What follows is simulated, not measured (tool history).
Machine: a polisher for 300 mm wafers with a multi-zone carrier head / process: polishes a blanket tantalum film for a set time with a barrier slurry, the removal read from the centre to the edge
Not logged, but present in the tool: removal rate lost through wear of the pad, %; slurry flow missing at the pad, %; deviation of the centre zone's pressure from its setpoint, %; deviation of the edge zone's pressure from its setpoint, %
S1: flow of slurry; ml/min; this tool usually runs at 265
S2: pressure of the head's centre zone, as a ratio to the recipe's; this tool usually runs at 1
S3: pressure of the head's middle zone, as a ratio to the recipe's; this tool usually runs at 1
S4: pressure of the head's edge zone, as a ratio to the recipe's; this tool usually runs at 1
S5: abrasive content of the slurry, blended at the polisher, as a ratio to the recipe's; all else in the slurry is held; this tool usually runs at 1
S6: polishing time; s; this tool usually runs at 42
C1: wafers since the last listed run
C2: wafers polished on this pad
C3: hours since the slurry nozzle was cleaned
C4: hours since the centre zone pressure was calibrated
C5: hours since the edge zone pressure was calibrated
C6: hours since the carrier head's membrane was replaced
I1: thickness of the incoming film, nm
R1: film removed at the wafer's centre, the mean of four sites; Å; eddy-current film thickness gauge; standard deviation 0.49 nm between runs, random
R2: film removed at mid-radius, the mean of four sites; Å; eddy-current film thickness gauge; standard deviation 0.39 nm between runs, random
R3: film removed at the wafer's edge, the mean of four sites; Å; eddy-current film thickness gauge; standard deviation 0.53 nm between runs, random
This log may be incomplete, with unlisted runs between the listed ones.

run   hour   S1    S2    S3    S4    S5  S6   C1    C2     C3      C4     C5     C6     I1   R1   R2   R3
  1      0  265  0.93     1   0.9   0.8  28    0   829  577.2  1046.9   24.2     98  329.1  300  297  290
  2   32.7  265     1     1     1     1  48  376  1205  609.9  1079.6   56.9  130.7  328.5  612  579  583
  3     51  265     1     1     1     1  42  210  1415  628.2  1097.9   75.2    149  331.9  542  516  502
      82.1  -- centre zone pressure recalibrated
  4  125.4  265     1     1     1     1  42  832  2248  702.6    43.3  149.6  223.4  323.9  501  514  510
  5  162.7  265     1     1     1     1  55  428  2677  739.9    80.6  186.9  260.7  331.1  661  667  668
     198.9  -- slurry nozzle cleaned
     202.8  -- worn pad replaced by a new one
  6  203.3  215     1     1  1.05     1  53  410     5    4.4   121.2  227.5  301.3  326.8  629  632  656
  7  224.8  265     1     1     1     1  47  247   253   25.9   142.7    249  322.8  332.5  566  575  563
  8  253.5  265  1.09     1   0.9     1  29  330   583   54.6   171.4  277.7  351.5  329.5  383  352  334
  9  280.8  265     1     1     1     1  42  313   897   81.9   198.7    305  378.8  323.6  515  510  495
 10    311  265     1   0.9  1.07     1  42  347  1244  112.1   228.9  335.2    409  328.7  519  474  532
     320.6  -- edge zone pressure recalibrated
 11    336  325     1  0.92     1   0.8  42  264  1508  137.1   253.9   15.4    434  334.9  456  436  451
 12  417.3  265     1  0.94     1  1.15  42  935  2444  218.4   335.2   96.7  515.3  329.1  551  519  539
 13    444  265     1     1     1     1  42  307  2751  245.1   361.9  123.4    542  329.8  524  513  511
       474  -- worn pad replaced by a new one
 14  474.6  265     1  0.88     1     1  42  305     7  275.7   392.5    154  572.6  331.9  519  466  515
 15  507.5  265  1.09     1   0.9     1  29  378   385  308.6   425.4  186.9  605.5  331.4  386  353  331
 16  542.8  310  1.07     1     1     1  33  405   791  343.9   460.7  222.2  640.8  330.9  442  412  404
 17  577.4  265     1     1  0.91     1  42  397  1189  378.5   495.3  256.8  675.4  327.8  530  514  479
 18  590.6  265   1.1  1.09     1     1  42  151  1341  391.7   508.5    270  688.6  328.1  565  541  509
     597.5  -- edge zone pressure recalibrated
 19  623.1  265  0.94     1   1.1     1  42  350  1692  424.2     541   25.6  721.1  333.6  507  514  525
 20    637  215  1.04  0.88     1     1  46  159  1852  438.1   554.9   39.5    735  330.3  580  503  541
 21  668.5  355     1     1     1     1  30  362  2214  469.6   586.4     71  766.5  334.1  384  373  361
     679.6  -- carrier head's membrane replaced by a new one
 22  694.3  265     1     1  0.94     1  42  239  2453  495.4   612.2   96.8   14.7    330  527  515  496
 23  724.9  265     1     1     1     1  42  351  2805    526   642.8  127.4   45.3  328.4  527  510  504

3 options for the next run, each taken on its own from the tool as it stands now. Forecast them:
  A  725.3  265     1     1    1     1  42   4  2810  526.4  643.2  127.8  45.7  335.4   ?   ?   ?
  B  725.3  265     1  0.95  1.1  1.15  29   4  2810  526.4  643.2  127.8  45.7  335.4   ?   ?   ?
  C  725.3  200  0.94  0.89    1     1  42   4  2810  526.4  643.2  127.8  45.7  335.4   ?   ?   ?

run   R1   R2   R3
  A  522  513  512
  B  381  361  392
  C  489  462  504
Without the tool's unlogged condition, the same runs would have read:
run   R1   R2   R3
  A  500  513  512
  B  365  361  392
  C  468  463  504
